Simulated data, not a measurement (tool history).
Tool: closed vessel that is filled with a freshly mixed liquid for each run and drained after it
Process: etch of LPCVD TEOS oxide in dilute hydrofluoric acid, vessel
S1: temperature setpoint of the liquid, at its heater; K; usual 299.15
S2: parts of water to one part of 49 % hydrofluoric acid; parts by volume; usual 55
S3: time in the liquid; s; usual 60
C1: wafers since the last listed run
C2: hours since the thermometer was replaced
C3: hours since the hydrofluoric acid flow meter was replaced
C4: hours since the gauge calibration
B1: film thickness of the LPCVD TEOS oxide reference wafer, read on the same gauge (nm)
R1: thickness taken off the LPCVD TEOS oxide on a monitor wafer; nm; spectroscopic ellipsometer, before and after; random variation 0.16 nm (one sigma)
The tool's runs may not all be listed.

run	hour	S1	S2	S3	C1	C2	C3	C4	B1	R1
1	0	299.15	35	60	0	332.9	1580	351.4	40	35.49
2	43.8	299.15	35	60	3896	376.7	1623.8	395.2	39.99	36.07
3	90.5	299.15	55	60	4154	423.4	1670.5	441.9	40.01	22.24
4	147.7	299.15	55	60	5089	480.6	1727.7	499.1	40	22.02
5	215.7	299.15	55	60	6050	548.6	1795.7	567.1	40	21.95
6	258.5	299.15	55	60	3807	591.4	1838.5	609.9	40.02	22.3
# hour 284.6: thermometer replaced
7	295.6	295.15	55	85	3211	11	1875.6	647	39.98	26.95
8	325.5	295.15	55	85	2660	40.9	1905.5	676.9	39.99	27.08
9	385.1	295.15	55	85	5302	100.5	1965.1	736.5	40	27.07
# hour 434.1: hydrofluoric acid flow meter replaced
10	439.2	299.15	55	60	4724	154.6	5.1	790.6	39.99	21.25
11	487.4	299.15	55	60	4288	202.8	53.3	838.8	40.03	21.33
12	525.6	299.15	55	60	3398	241	91.5	877	40.01	21.16
13	573.7	300.65	55	80	4279	289.1	139.6	925.1	40.02	30.31
14	628.8	300.65	55	80	4902	344.2	194.7	980.2	40.01	30.25
15	698	299.15	55	60	6156	413.4	263.9	1049.4	40.01	21.29
# hour 745: gauge calibrated
16	746.4	295.15	55	60	4306	461.8	312.3	1.4	40	18.1
17	791.8	299.15	55	60	4039	507.2	357.7	46.8	40	21.44
18	850.1	299.15	55	60	5187	565.5	416	105.1	39.99	21.4
19	912	297.65	35	30	5507	627.4	477.9	167	39.99	16.4
# hour 950.1: thermometer replaced
20	976.1	303.15	40	95	5614	26	542	231.1	40.01	56.13
21	1033.8	299.15	55	60	5133	83.7	599.7	288.8	40.01	21.6
22	1090.4	296.65	75	60	5035	140.3	656.3	345.4	40	13.68
23	1154.9	299.15	45	60	5738	204.8	720.8	409.9	39.99	26.68
24	1181.8	299.15	55	60	2393	231.7	747.7	436.8	39.99	21.5
25	1248.7	303.65	55	60	5952	298.6	814.6	503.7	40.03	25.68

Run 26 comes next. What will it give?
26	1279.2	299.15	55	60	2713	329.1	845.1	534.2	?	?

{"run 26": {"B1": 40.01, "R1": 21.71}}
Without the tool's hidden state the same run would have given R1 21.22 nm.
